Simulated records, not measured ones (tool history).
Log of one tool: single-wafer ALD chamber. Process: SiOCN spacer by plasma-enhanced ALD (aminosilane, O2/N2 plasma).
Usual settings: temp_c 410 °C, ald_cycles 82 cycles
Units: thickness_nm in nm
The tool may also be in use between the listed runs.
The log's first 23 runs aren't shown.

run   hour  temp_c  ald_cycles  wafers since the last listed run  hours since the last thermocouple change  hours since the gauge calibration  read-back reference wafer on the same gauge, thickness_nm  thickness_nm
 24  291.6     410          82                                70                                      74.8                              167.0                                                      4.163         4.914
 25  298.5     410          92                                29                                      81.7                              173.9                                                      4.161         5.513
 26  311.8     416          77                                56                                      95.0                              187.2                                                      4.162         4.557
 27  322.3     410          82                                44                                     105.5                              197.7                                                      4.160         4.946
 28  332.2     404          93                                41                                     115.4                              207.6                                                      4.163         5.675
 29  349.0     410          77                                70                                     132.2                              224.4                                                      4.162         4.616
 30  360.2     418          72                                47                                     143.4                              235.6                                                      4.164         4.226
 31  371.8     424          75                                48                                     155.0                              247.2                                                      4.154         4.326
 32  378.1     410          82                                26                                     161.3                              253.5                                                      4.155         4.947
 33  391.4     406          75                                56                                     174.6                              266.8                                                      4.164         4.542
     392.6  -- gauge calibrated
 34  409.1     397          75                                74                                     192.3                               16.5                                                      4.197         4.678

Forecast each of these 5 alternatives for the next run:
  A  409.7     423          82                                 2                                     192.9                               17.1                                                          ?             ?
  B  409.7     398          82                                 2                                     192.9                               17.1                                                          ?             ?
  C  409.7     405          97                                 2                                     192.9                               17.1                                                          ?             ?
  D  409.7     417          96                                 2                                     192.9                               17.1                                                          ?             ?
  E  409.7     410          88                                 2                                     192.9                               17.1                                                          ?             ?

run  read-back reference wafer on the same gauge, thickness_nm  thickness_nm
  A                                                      4.198         4.786
  B                                                      4.198         5.115
  C                                                      4.198         5.949
  D                                                      4.198         5.698
  E                                                      4.198         5.324
Without the tool's hidden state the same runs would have given:
run  thickness_nm
  A         4.791
  B         5.121
  C         5.955
  D         5.704
  E         5.330
